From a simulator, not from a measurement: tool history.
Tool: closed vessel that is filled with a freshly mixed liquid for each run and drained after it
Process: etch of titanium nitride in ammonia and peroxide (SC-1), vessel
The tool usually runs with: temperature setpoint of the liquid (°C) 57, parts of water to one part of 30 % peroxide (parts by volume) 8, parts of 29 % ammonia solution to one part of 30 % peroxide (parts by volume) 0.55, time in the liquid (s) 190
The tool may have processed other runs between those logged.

run   hour  temperature setpoint of the liquid (°C)  parts of water to one part of 30 % peroxide (parts by volume)  parts of 29 % ammonia solution to one part of 30 % peroxide (parts by volume)  time in the liquid (s)  read-back film thickness of the titanium nitride reference wafer, read on the same gauge (nm)  thickness taken off the titanium nitride on a monitor wafer (angstrom)
  1      0                                       57                                                              8                                                                           0.55                     190                                                                                          30.01                                                                   147.4
  2   35.6                                       57                                                              8                                                                           0.55                     190                                                                                             30                                                                     146
  3   67.1                                       57                                                              8                                                                           0.55                     190                                                                                             30                                                                   146.4
  4   99.1                                       57                                                              8                                                                           0.55                     190                                                                                          29.99                                                                   147.1
  5  128.8                                       57                                                              8                                                                           0.55                     190                                                                                          30.02                                                                   145.9
  6    159                                       57                                                              8                                                                           0.55                     190                                                                                          30.01                                                                   146.6
  7  188.3                                       57                                                              8                                                                           0.55                     190                                                                                             30                                                                     147
  8  212.3                                       57                                                              8                                                                           0.55                     190                                                                                             30                                                                   145.5
  9    235                                       57                                                              8                                                                           0.55                     190                                                                                          30.01                                                                     148
 10  248.2                                     54.5                                                              8                                                                            0.7                     190                                                                                          29.99                                                                   129.1
 11  268.3                                       57                                                              8                                                                           0.55                     130                                                                                          29.97                                                                   100.7
 12    304                                       57                                                              8                                                                           0.55                     190                                                                                             30                                                                   146.2
 13  337.8                                       57                                                           10.5                                                                           0.25                     285                                                                                          30.01                                                                   164.2
 14  362.4                                       57                                                              8                                                                           0.55                     190                                                                                             30                                                                   146.3
 15  381.1                                     64.5                                                              7                                                                            0.7                     230                                                                                             30                                                                   320.1
 16    407                                       57                                                           11.5                                                                           0.55                     190                                                                                          29.99                                                                   121.3
 17  432.4                                       57                                                              8                                                                           0.55                     190                                                                                          30.01                                                                   145.7
 18  451.7                                       57                                                              8                                                                           0.75                     135                                                                                          29.99                                                                   108.9
 19  477.7                                       57                                                              9                                                                           0.55                     190                                                                                          30.01                                                                   138.2
 20  512.4                                       57                                                              8                                                                           0.55                     190                                                                                             30                                                                   144.5
 21  541.1                                       57                                                              8                                                                           0.55                     190                                                                                             30                                                                   145.1
 22  567.9                                       57                                                              8                                                                           0.55                     190                                                                                             30                                                                     147
 23  583.5                                       57                                                            5.5                                                                            0.8                     190                                                                                          29.99                                                                   186.3
 24  605.7                                       57                                                            5.5                                                                           0.55                     190                                                                                             30                                                                   176.8
 25  640.5                                       57                                                            6.5                                                                           0.55                      80                                                                                          30.01                                                                    68.7
 26  656.4                                       57                                                             11                                                                           0.55                     290                                                                                          29.99                                                                     191
 27  690.4                                       57                                                              8                                                                           0.55                     190                                                                                             30                                                                     146
 28  767.9                                       47                                                              8                                                                           0.55                     190                                                                                             30                                                                    73.3
 29  793.6                                       57                                                              8                                                                           0.55                     300                                                                                          29.98                                                                     232

Removed from this log: 4 entries logged between the listed runs. Between which two listed runs does each belong, and how does the tool's hidden state at the listed run before it compare with that at the listed run after it?
Between runs 15 and 16: thermometer replaced (hour 383.5); ammonia flow meter replaced (hour 400)
  ammonia solution weaker than its label (%): 8.65 -> 9.11
  measured less the result without the state, thickness taken off the titanium nitride on a monitor wafer (angstrom): -4.5 -> -2.1
Between runs 16 and 17: gauge calibrated (hour 413.2)
  ammonia solution weaker than its label (%): 9.11 -> 9.56
  measured less the result without the state, thickness taken off the titanium nitride on a monitor wafer (angstrom): -2.1 -> -2.5
Between runs 21 and 22: new drum of ammonia solution connected (hour 549.9)
  ammonia solution weaker than its label (%): 11.5 -> 1.91
  measured less the result without the state, thickness taken off the titanium nitride on a monitor wafer (angstrom): -2.9 -> -0.5

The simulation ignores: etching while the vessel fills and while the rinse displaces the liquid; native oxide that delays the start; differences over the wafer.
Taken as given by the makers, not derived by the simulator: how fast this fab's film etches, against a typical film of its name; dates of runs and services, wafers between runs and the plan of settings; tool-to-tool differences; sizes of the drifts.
